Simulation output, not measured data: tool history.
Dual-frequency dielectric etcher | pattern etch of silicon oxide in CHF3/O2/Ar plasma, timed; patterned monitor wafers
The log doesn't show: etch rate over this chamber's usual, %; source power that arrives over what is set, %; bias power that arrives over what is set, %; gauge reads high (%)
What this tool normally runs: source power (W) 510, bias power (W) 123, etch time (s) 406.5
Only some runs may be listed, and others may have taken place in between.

run   hour  source power (W)  bias power (W)  etch time (s)  wafers since the last listed run  hours since the last wet clean  hours since the last source power generator calibration  hours since the last bias power generator calibration  hours since the last upper electrode change  hours since the gauge calibration  read-back reference wafer on the same gauge, depth_nm  mean etch depth across the wafer (nm)
  1      0               510             123          438.5                                 0                           102.2                                                     46.9                                                   87.4                                       3759.6                             1155.5                                                  765.9                                  723.1
  2     49               510             123          438.5                               238                           151.2                                                     95.9                                                  136.4                                       3808.6                             1204.5                                                  766.1                                    720
  3  119.8               540             123          406.5                               344                             222                                                    166.7                                                  207.2                                       3879.4                             1275.3                                                  765.4                                  683.8
  4  153.7               540             123          406.5                               165                           255.9                                                    200.6                                                  241.1                                       3913.3                             1309.2                                                  765.8                                  679.6
  5  210.5               430             123          406.5                               276                           312.7                                                    257.4                                                  297.9                                       3970.1                               1366                                                  766.1                                  614.2
  6  247.9               480             123          442.5                               182                           350.1                                                    294.8                                                  335.3                                       4007.5                             1403.4                                                  766.1                                  701.3
  7    284               510             123          406.5                               175                           386.2                                                    330.9                                                  371.4                                       4043.6                             1439.5                                                    766                                  657.5
     359.6  -- wet clean of the chamber
  8  360.1               510             139            471                               253                             0.5                                                      407                                                  447.5                                       4119.7                             1515.6                                                  765.6                                  823.1
  9  404.3               510             143          491.5                               215                            44.7                                                    451.2                                                  491.7                                       4163.9                             1559.8                                                  765.3                                  868.8
 10  437.8               510             123          406.5                               163                            78.2                                                    484.7                                                  525.2                                       4197.4                             1593.3                                                  766.2                                  677.8
 11  486.7               510             139          406.5                               238                           127.1                                                    533.6                                                  574.1                                       4246.3                             1642.2                                                    767                                  707.8
       501  -- gauge calibrated
 12  553.6               510             141            491                               325                             194                                                    600.5                                                    641                                       4313.2                               52.6                                                  765.8                                    855
 13  613.3               510             123          406.5                               290                           253.7                                                    660.2                                                  700.7                                       4372.9                              112.3                                                  765.9                                  672.5
 14  641.1               510             123          294.5                               135                           281.5                                                      688                                                  728.5                                       4400.7                              140.1                                                  766.5                                  484.2
 15  681.5               620             107          495.5                               196                           321.9                                                    728.4                                                  768.9                                       4441.1                              180.5                                                  766.4                                    847
 16  741.9               410             143            451                               294                           382.3                                                    788.8                                                  829.3                                       4501.5                              240.9                                                    765                                    711
 17  806.6               590             123            319                               315                             447                                                    853.5                                                    894                                       4566.2                              305.6                                                  765.6                                  552.3
 18  864.5               560              98            337                               282                           504.9                                                    911.4                                                  951.9                                       4624.1                              363.5                                                  766.7                                  528.1
     901.2  -- upper electrode replaced
 19  901.7               510             123          406.5                                64                           542.1                                                    948.6                                                  989.1                                          0.5                              400.7                                                  767.2                                  657.9

What does the tool deliver on the next run?
      959.6  -- wet clean of the chamber
 20  1112.4               470             123            337                               909                           152.8                                                   1159.3                                                 1199.8                                        211.2                              611.4                                                      ?                                      ?

read-back reference wafer on the same gauge, depth_nm: 765.6
mean etch depth across the wafer (nm): 540.4
Take away the tool's hidden state, keep the run-to-run variation as it was, and the same run would have given mean etch depth across the wafer (nm) 538.2.
